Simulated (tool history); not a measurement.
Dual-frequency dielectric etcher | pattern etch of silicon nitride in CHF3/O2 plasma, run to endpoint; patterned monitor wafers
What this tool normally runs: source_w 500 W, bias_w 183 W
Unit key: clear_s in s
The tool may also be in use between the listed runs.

run   hour  source_w  bias_w  incoming incoming film thickness, nm  clear_s
  1    0.0       590     205                                  94.4     62.8
  2   21.3       590     205                                  94.8     62.8
  3   37.6       590     205                                  93.8     62.3
  4   72.9       500     183                                  93.5     70.4
  5   93.1       500     149                                  94.0     77.2
     157.0  -- wet clean of the chamber
  6  175.3       500     183                                  95.0     70.0
  7  196.6       500     183                                  93.7     69.0
     247.5  -- upper electrode replaced
  8  248.0       500     183                                  93.6     68.7
  9  248.3       590     183                                  93.3     64.4
     258.5  -- source power generator calibrated
 10  265.3       450     215                                  94.6     67.6
 11  280.6       500     183                                  94.8     70.5
     292.8  -- bias power generator calibrated
 12  293.7       500     196                                  92.8     66.7
 13  321.8       430     206                                  94.5     70.6
 14  357.7       560     146                                  94.1     73.8
 15  371.7       440     166                                  94.7     77.6
 16  389.6       540     156                                  94.0     72.8

Hidden state or all else? Some run-to-run changes of clear_s, split into what the settings, what came in and random variation would give without the hidden state, and what is left for the hidden state (with any gauge scatter that isn't in both results):
Hidden state present: etch rate over this chamber's usual, %; source power that arrives over what is set, %; bias power that arrives over what is set, %.
Run 3 -> 4: source_w 590 -> 500, bias_w 205 -> 183. clear_s +8.1 s: hidden state +0.2, all else +7.9.
Run 5 -> 6: bias_w 149 -> 183, wet clean of the chamber. clear_s -7.2 s: hidden state -1.4, all else -5.8.
